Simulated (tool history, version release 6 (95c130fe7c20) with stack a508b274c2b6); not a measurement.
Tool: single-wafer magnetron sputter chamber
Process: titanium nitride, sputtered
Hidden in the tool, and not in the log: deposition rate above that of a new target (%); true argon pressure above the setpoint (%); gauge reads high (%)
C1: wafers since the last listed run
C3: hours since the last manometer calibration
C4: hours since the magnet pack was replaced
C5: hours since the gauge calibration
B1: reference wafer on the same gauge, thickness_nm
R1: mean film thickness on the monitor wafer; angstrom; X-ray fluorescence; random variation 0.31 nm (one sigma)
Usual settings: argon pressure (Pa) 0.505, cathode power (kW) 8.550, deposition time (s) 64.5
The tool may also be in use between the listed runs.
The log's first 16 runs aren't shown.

run 17 hour=198.3 | argon_pressure_(Pa)=0.505 cathode_power_(kW)=8.550 deposition_time_(s)=64.5 | C1=303 wafers_on_the_sputter_target=5698 C3=853.8 C4=96.0 C5=370.5 | B1=103.189 | R1=954.82
run 18 hour=216.3 | argon_pressure_(Pa)=0.439 cathode_power_(kW)=8.550 deposition_time_(s)=55.2 | C1=325 wafers_on_the_sputter_target=6024 C3=871.8 C4=114.0 C5=388.5 | B1=103.238 | R1=829.98
-- hour=259.5 capacitance manometer re-zeroed and calibrated
run 19 hour=260.0 | argon_pressure_(Pa)=0.505 cathode_power_(kW)=7.850 deposition_time_(s)=55.4 | C1=645 wafers_on_the_sputter_target=6669 C3=0.5 C4=157.7 C5=432.2 | B1=103.240 | R1=769.74
run 20 hour=267.9 | argon_pressure_(Pa)=0.505 cathode_power_(kW)=8.550 deposition_time_(s)=64.5 | C1=142 wafers_on_the_sputter_target=6812 C3=8.4 C4=165.6 C5=440.1 | B1=103.226 | R1=940.92
run 21 hour=281.7 | argon_pressure_(Pa)=0.505 cathode_power_(kW)=8.550 deposition_time_(s)=64.5 | C1=249 wafers_on_the_sputter_target=7062 C3=22.2 C4=179.4 C5=453.9 | B1=103.212 | R1=942.22
run 22 hour=288.2 | argon_pressure_(Pa)=0.416 cathode_power_(kW)=10.650 deposition_time_(s)=56.5 | C1=117 wafers_on_the_sputter_target=7179 C3=28.7 C4=185.9 C5=460.4 | B1=103.191 | R1=979.40
run 23 hour=297.8 | argon_pressure_(Pa)=0.505 cathode_power_(kW)=9.900 deposition_time_(s)=64.5 | C1=173 wafers_on_the_sputter_target=7353 C3=38.3 C4=195.5 C5=470.0 | B1=103.216 | R1=1039.13
-- hour=306.1 gauge calibrated
-- hour=318.0 sputter target and shields replaced
run 24 hour=318.5 | argon_pressure_(Pa)=0.451 cathode_power_(kW)=10.450 deposition_time_(s)=52.3 | C1=229 wafers_on_the_sputter_target=8 C3=59.0 C4=216.2 C5=12.4 | B1=103.184 | R1=914.97
run 25 hour=324.8 | argon_pressure_(Pa)=0.439 cathode_power_(kW)=8.550 deposition_time_(s)=64.5 | C1=113 wafers_on_the_sputter_target=122 C3=65.3 C4=222.5 C5=18.7 | B1=103.185 | R1=993.14
run 26 hour=366.4 | argon_pressure_(Pa)=0.385 cathode_power_(kW)=6.650 deposition_time_(s)=55.3 | C1=752 wafers_on_the_sputter_target=874 C3=106.9 C4=264.1 C5=60.3 | B1=103.155 | R1=741.32

Run 27 comes next. What will it give?
run 27 hour=384.2 | argon_pressure_(Pa)=0.675 cathode_power_(kW)=10.300 deposition_time_(s)=64.5 | C1=321 wafers_on_the_sputter_target=1196 C3=124.7 C4=281.9 C5=78.1 | B1=? | R1=?

{"run 27": {"B1": 103.204, "R1": 1035.81}}
Without the tool's hidden state the same run would have given R1 1051.26 angstrom.

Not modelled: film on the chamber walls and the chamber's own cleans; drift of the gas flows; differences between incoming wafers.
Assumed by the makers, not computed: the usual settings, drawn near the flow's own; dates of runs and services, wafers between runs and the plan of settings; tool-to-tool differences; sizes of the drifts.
